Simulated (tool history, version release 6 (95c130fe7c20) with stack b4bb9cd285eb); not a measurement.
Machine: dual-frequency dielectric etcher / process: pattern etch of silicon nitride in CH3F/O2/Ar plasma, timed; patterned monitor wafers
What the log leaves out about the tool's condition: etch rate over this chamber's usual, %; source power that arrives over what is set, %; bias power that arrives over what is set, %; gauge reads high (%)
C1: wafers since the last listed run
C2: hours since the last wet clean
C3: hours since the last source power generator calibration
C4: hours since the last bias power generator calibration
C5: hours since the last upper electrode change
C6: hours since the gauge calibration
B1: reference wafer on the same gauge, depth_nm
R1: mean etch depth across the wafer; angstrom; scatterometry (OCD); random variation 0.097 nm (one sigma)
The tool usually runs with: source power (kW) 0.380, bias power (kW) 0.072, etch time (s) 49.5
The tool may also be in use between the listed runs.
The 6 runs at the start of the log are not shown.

Run 7, day 11.429: usual settings; C1 444; C2 376.9; C3 228.9; C4 3963.2; C5 4410.3; C6 212.4; B1 32.30. Result: R1 356.4 angstrom.
Run 8, day 13.246: usual settings; C1 728; C2 420.5; C3 272.5; C4 4006.8; C5 4453.9; C6 256.0; B1 32.29. Result: R1 358.6 angstrom.
At day 16.867: wet clean of the chamber.
Run 9, day 18.067: usual settings but bias power (kW) 0.081; C1 1533; C2 28.8; C3 388.2; C4 4122.5; C5 4569.6; C6 371.7; B1 32.30. Result: R1 370.5 angstrom.
Run 10, day 19.154: usual settings but source power (kW) 0.450, bias power (kW) 0.063, etch time (s) 63.5; C1 436; C2 54.9; C3 414.3; C4 4148.6; C5 4595.7; C6 397.8; B1 32.30. Result: R1 468.5 angstrom.
Run 11, day 22.012: usual settings; C1 1146; C2 123.5; C3 482.9; C4 4217.2; C5 4664.3; C6 466.4; B1 32.29. Result: R1 358.4 angstrom.
Run 12, day 24.733: usual settings; C1 1091; C2 188.8; C3 548.2; C4 4282.5; C5 4729.6; C6 531.7; B1 32.31. Result: R1 358.6 angstrom.
Run 13, day 25.971: usual settings but etch time (s) 53.0; C1 496; C2 218.5; C3 577.9; C4 4312.2; C5 4759.3; C6 561.4; B1 32.30. Result: R1 382.7 angstrom.
Run 14, day 28.721: usual settings; C1 1103; C2 284.5; C3 643.9; C4 4378.2; C5 4825.3; C6 627.4; B1 32.30. Result: R1 357.5 angstrom.
Run 15, day 30.296: usual settings but source power (kW) 0.350, etch time (s) 34.5; C1 631; C2 322.3; C3 681.7; C4 4416.0; C5 4863.1; C6 665.2; B1 32.31. Result: R1 241.9 angstrom.
Run 16, day 31.367: usual settings but bias power (kW) 0.088; C1 429; C2 348.0; C3 707.4; C4 4441.7; C5 4888.8; C6 690.9; B1 32.30. Result: R1 381.6 angstrom.
At day 32.654: bias power generator calibrated.
Run 17, day 33.242: usual settings; C1 685; C2 393.0; C3 752.4; C4 14.1; C5 4933.8; C6 735.9; B1 32.30. Result: R1 358.7 angstrom.
Run 18, day 34.804: usual settings but bias power (kW) 0.067, etch time (s) 40.0; C1 626; C2 430.5; C3 789.9; C4 51.6; C5 4971.3; C6 773.4; B1 32.29. Result: R1 283.0 angstrom.
Run 19, day 37.008: usual settings; C1 884; C2 483.4; C3 842.8; C4 104.5; C5 5024.2; C6 826.3; B1 32.30. Result: R1 357.5 angstrom.
Run 20, day 38.362: usual settings but source power (kW) 0.410, bias power (kW) 0.057, etch time (s) 39.5; C1 543; C2 515.9; C3 875.3; C4 137.0; C5 5056.7; C6 858.8; B1 32.30. Result: R1 274.3 angstrom.
At day 41.858: wet clean of the chamber.
At day 46.625: upper electrode replaced.
Run 21, day 46.646: usual settings; C1 2521; C2 114.9; C3 1074.1; C4 335.8; C5 0.5; C6 1057.6; B1 32.29. Result: R1 357.6 angstrom.
Run 22, day 48.679: usual settings but etch time (s) 36.0; C1 815; C2 163.7; C3 1122.9; C4 384.6; C5 49.3; C6 1106.4; B1 32.29. Result: R1 259.7 angstrom.
Run 23, day 51.517: usual settings but source power (kW) 0.350, bias power (kW) 0.080; C1 1138; C2 231.8; C3 1191.0; C4 452.7; C5 117.4; C6 1174.5; B1 32.29. Result: R1 359.4 angstrom.
Run 24, day 53.433: usual settings but source power (kW) 0.350, bias power (kW) 0.082; C1 769; C2 277.8; C3 1237.0; C4 498.7; C5 163.4; C6 1220.5; B1 32.29. Result: R1 361.6 angstrom.
Run 25, day 54.850: usual settings but source power (kW) 0.420, bias power (kW) 0.061, etch time (s) 55.0; C1 568; C2 311.8; C3 1271.0; C4 532.7; C5 197.4; C6 1254.5; B1 32.28. Result: R1 392.8 angstrom.

What will run 26 give?
Run 26, day 57.800: usual settings but source power (kW) 0.300; C1 1183; C2 382.6; C3 1341.8; C4 603.5; C5 268.2; C6 1325.3; B1 ?. Result: R1 ?.

B1: 32.31
R1: 329.1 angstrom
Had the tool carried no hidden state, the very same run would have given R1 330.2 angstrom.
